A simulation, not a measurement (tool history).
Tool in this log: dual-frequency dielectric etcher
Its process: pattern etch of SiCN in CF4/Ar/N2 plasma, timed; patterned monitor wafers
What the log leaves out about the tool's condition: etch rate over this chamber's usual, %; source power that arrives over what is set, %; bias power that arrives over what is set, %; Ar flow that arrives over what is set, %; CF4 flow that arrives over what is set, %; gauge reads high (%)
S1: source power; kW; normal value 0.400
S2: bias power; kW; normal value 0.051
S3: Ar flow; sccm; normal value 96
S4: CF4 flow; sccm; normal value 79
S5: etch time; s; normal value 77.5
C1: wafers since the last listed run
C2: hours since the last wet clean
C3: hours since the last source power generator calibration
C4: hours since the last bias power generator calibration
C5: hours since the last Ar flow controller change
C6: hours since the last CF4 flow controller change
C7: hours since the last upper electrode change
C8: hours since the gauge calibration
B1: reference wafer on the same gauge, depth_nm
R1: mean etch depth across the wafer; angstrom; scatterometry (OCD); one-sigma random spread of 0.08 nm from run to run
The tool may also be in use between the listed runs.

run,hour,S1,S2,S3,S4,S5,C1,C2,C3,C4,C5,C6,C7,C8,B1,R1
1,0.0,0.400,0.051,96,79,77.5,0,447.7,5129.2,3412.5,5128.6,5325.1,3404.6,24.1,46.4,549
2,8.7,0.400,0.051,96,79,77.5,98,456.4,5137.9,3421.2,5137.3,5333.8,3413.3,32.8,46.4,549
3,21.4,0.400,0.051,96,79,77.5,144,469.1,5150.6,3433.9,5150.0,5346.5,3426.0,45.5,46.4,550
4,36.2,0.400,0.051,96,73,77.5,168,483.9,5165.4,3448.7,5164.8,5361.3,3440.8,60.3,46.4,545
5,47.7,0.400,0.051,96,73,77.5,130,495.4,5176.9,3460.2,5176.3,5372.8,3452.3,71.8,46.4,544
6,55.8,0.400,0.043,96,79,77.5,92,503.5,5185.0,3468.3,5184.4,5380.9,3460.4,79.9,46.4,532
7,69.5,0.400,0.051,96,79,77.5,155,517.2,5198.7,3482.0,5198.1,5394.6,3474.1,93.6,46.4,551
8,80.3,0.400,0.051,96,79,77.5,122,528.0,5209.5,3492.8,5208.9,5405.4,3484.9,104.4,46.4,550
9,95.7,0.400,0.051,96,68,77.5,175,543.4,5224.9,3508.2,5224.3,5420.8,3500.3,119.8,46.4,541
10,104.6,0.400,0.051,113,79,77.5,101,552.3,5233.8,3517.1,5233.2,5429.7,3509.2,128.7,46.4,537
# hour 130.2: wet clean of the chamber
11,130.7,0.400,0.051,116,72,77.5,23,0.5,5259.9,3543.2,5259.3,5455.8,3535.3,154.8,46.4,513
12,131.0,0.350,0.051,83,74,85.0,3,0.8,5260.2,3543.5,5259.6,5456.1,3535.6,155.1,46.4,521
13,142.4,0.400,0.051,96,79,77.5,129,12.2,5271.6,3554.9,5271.0,5467.5,3547.0,166.5,46.4,535
14,158.5,0.400,0.048,96,79,98.5,183,28.3,5287.7,3571.0,5287.1,5483.6,3563.1,182.6,46.4,671
# hour 166.0: Ar flow controller replaced
# hour 181.2: gauge calibrated
# hour 185.6: upper electrode replaced
15,186.1,0.460,0.051,110,79,77.5,22,55.9,5315.3,3598.6,20.1,5511.2,0.5,4.9,46.4,599
16,186.5,0.400,0.051,96,79,77.5,4,56.3,5315.7,3599.0,20.5,5511.6,0.9,5.3,46.4,536
# hour 195.6: bias power generator calibrated
17,196.5,0.340,0.051,112,90,64.5,68,66.3,5325.7,0.9,30.5,5521.6,10.9,15.3,46.4,376
# hour 201.2: source power generator calibrated
# hour 210.0: CF4 flow controller replaced
18,210.5,0.400,0.051,96,79,71.0,45,80.3,9.3,14.9,44.5,0.5,24.9,29.3,46.4,493
19,219.8,0.400,0.051,96,79,77.5,105,89.6,18.6,24.2,53.8,9.8,34.2,38.6,46.4,538
20,234.1,0.400,0.051,119,79,84.0,162,103.9,32.9,38.5,68.1,24.1,48.5,52.9,46.4,564
21,249.8,0.350,0.051,96,98,77.5,178,119.6,48.6,54.2,83.8,39.8,64.2,68.6,46.4,484
22,277.8,0.400,0.051,96,79,64.5,318,147.6,76.6,82.2,111.8,67.8,92.2,96.6,46.4,448

Same runs, no hidden state in the tool, same run-to-run variation:
run,R1
1,536
2,536
3,536
4,531
5,530
6,518
7,536
8,535
9,526
10,522
11,514
12,522
13,535
14,671
15,599
16,536
17,376
18,492
19,536
20,562
21,483
22,445
